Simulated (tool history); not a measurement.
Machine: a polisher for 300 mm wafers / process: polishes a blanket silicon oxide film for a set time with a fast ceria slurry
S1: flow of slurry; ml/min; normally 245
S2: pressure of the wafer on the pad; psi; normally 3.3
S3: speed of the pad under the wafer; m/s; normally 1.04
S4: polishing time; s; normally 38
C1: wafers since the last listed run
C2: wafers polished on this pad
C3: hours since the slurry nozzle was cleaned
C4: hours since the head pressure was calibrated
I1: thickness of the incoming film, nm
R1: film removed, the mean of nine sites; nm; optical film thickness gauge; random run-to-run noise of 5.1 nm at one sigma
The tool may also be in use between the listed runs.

run 1 hour=0 | S1=245 S2=3.3 S3=1.04 S4=38 | C1=0 C2=1446 C3=160.9 C4=293.4 | I1=2073.4 | R1=727.3
run 2 hour=63.4 | S1=215 S2=3.3 S3=1.04 S4=31 | C1=416 C2=1862 C3=224.3 C4=356.8 | I1=2095.8 | R1=583.5
-- hour=69.7 worn pad replaced by a new one
run 3 hour=136 | S1=245 S2=3.3 S3=1.04 S4=38 | C1=450 C2=435 C3=296.9 C4=429.4 | I1=2090.6 | R1=738.9
-- hour=140.7 slurry nozzle cleaned
run 4 hour=225.1 | S1=245 S2=4.1 S3=1.04 S4=38 | C1=578 C2=1014 C3=84.4 C4=518.5 | I1=2070.8 | R1=853.2
run 5 hour=319.1 | S1=245 S2=4.1 S3=1.04 S4=38 | C1=617 C2=1631 C3=178.4 C4=612.5 | I1=2072.1 | R1=849.1
-- hour=355.6 worn pad replaced by a new one
run 6 hour=395 | S1=245 S2=4.1 S3=1.04 S4=38 | C1=472 C2=258 C3=254.3 C4=688.4 | I1=2050.5 | R1=866.3
-- hour=421.5 slurry nozzle cleaned
run 7 hour=495 | S1=245 S2=3.3 S3=1.04 S4=38 | C1=650 C2=909 C3=73.5 C4=788.4 | I1=2089.9 | R1=734.5
-- hour=594.1 worn pad replaced by a new one
run 8 hour=594.6 | S1=245 S2=3.3 S3=1.04 S4=38 | C1=628 C2=3 C3=173.1 C4=888 | I1=2089.3 | R1=754.6
run 9 hour=653.2 | S1=245 S2=3.3 S3=1.04 S4=38 | C1=384 C2=388 C3=231.7 C4=946.6 | I1=2053.8 | R1=746.3
-- hour=676.6 slurry nozzle cleaned
run 10 hour=693.2 | S1=305 S2=3.3 S3=1.04 S4=38 | C1=256 C2=644 C3=16.6 C4=986.6 | I1=2109.6 | R1=738.5
run 11 hour=794.3 | S1=245 S2=3.3 S3=1.04 S4=38 | C1=664 C2=1308 C3=117.7 C4=1087.7 | I1=2040.2 | R1=732.9
run 12 hour=832 | S1=245 S2=3.3 S3=1.04 S4=38 | C1=247 C2=1556 C3=155.4 C4=1125.4 | I1=2113.9 | R1=727.8
-- hour=900.8 worn pad replaced by a new one
run 13 hour=938.6 | S1=245 S2=2.8 S3=1.22 S4=27 | C1=674 C2=248 C3=262 C4=1232 | I1=2057.4 | R1=554.3
-- hour=970 slurry nozzle cleaned
-- hour=974 head pressure recalibrated
run 14 hour=1043 | S1=245 S2=3.3 S3=1.04 S4=51 | C1=666 C2=914 C3=73 C4=69 | I1=2051.4 | R1=994.6
run 15 hour=1106 | S1=245 S2=3.9 S3=0.84 S4=38 | C1=413 C2=1328 C3=136 C4=132 | I1=2083.7 | R1=661.3
-- hour=1153.8 worn pad replaced by a new one
run 16 hour=1200.8 | S1=245 S2=3.3 S3=0.78 S4=38 | C1=596 C2=308 C3=230.8 C4=226.8 | I1=2044.9 | R1=553.5
-- hour=1220.2 slurry nozzle cleaned
run 17 hour=1301.4 | S1=245 S2=4.3 S3=1.04 S4=30 | C1=654 C2=963 C3=81.2 C4=327.4 | I1=2065.7 | R1=690.1
run 18 hour=1363 | S1=245 S2=3.9 S3=0.76 S4=38 | C1=404 C2=1367 C3=142.8 C4=389 | I1=2101.7 | R1=596.1

Hidden state at the last listed run before each entry between runs and at the first one after, where it differs:
Runs 2 to 3: worn pad replaced by a new one (hour 69.7)
  removal rate lost through wear of the pad, %: 3.68 -> 2.13
  the result without the hidden state subtracted from the measured one, R1: -22.3 -> -16.1 nm
Runs 3 to 4: slurry nozzle cleaned (hour 140.7)
  removal rate lost through wear of the pad, %: 2.13 -> 3.2
  the result without the hidden state subtracted from the measured one, R1: -16.1 -> -28.2 nm
Runs 5 to 6: worn pad replaced by a new one (hour 355.6)
  removal rate lost through wear of the pad, %: 3.62 -> 1.37
  the result without the hidden state subtracted from the measured one, R1: -31.9 -> -12 nm
Runs 6 to 7: slurry nozzle cleaned (hour 421.5)
  removal rate lost through wear of the pad, %: 1.37 -> 2.91
  the result without the hidden state subtracted from the measured one, R1: -12 -> -22 nm
Runs 7 to 8: worn pad replaced by a new one (hour 594.1)
  removal rate lost through wear of the pad, %: 2.91 -> 0.183
  the result without the hidden state subtracted from the measured one, R1: -22 -> -1.4 nm
Runs 9 to 10: slurry nozzle cleaned (hour 676.6)
  removal rate lost through wear of the pad, %: 1.86 -> 2.52
  the result without the hidden state subtracted from the measured one, R1: -14.2 -> -19.1 nm
Runs 12 to 13: worn pad replaced by a new one (hour 900.8)
  removal rate lost through wear of the pad, %: 3.46 -> 1.43
  the result without the hidden state subtracted from the measured one, R1: -26 -> -8 nm
Runs 13 to 14: slurry nozzle cleaned (hour 970); head pressure recalibrated (hour 974)
  removal rate lost through wear of the pad, %: 1.43 -> 3.03
  the result without the hidden state subtracted from the measured one, R1: -8 -> -31 nm
Runs 15 to 16: worn pad replaced by a new one (hour 1153.8)
  removal rate lost through wear of the pad, %: 3.4 -> 1.48
  the result without the hidden state subtracted from the measured one, R1: -23.3 -> -8.2 nm
Runs 16 to 17: slurry nozzle cleaned (hour 1220.2)
  removal rate lost through wear of the pad, %: 1.48 -> 2.89
  the result without the hidden state subtracted from the measured one, R1: -8.2 -> -20.5 nm

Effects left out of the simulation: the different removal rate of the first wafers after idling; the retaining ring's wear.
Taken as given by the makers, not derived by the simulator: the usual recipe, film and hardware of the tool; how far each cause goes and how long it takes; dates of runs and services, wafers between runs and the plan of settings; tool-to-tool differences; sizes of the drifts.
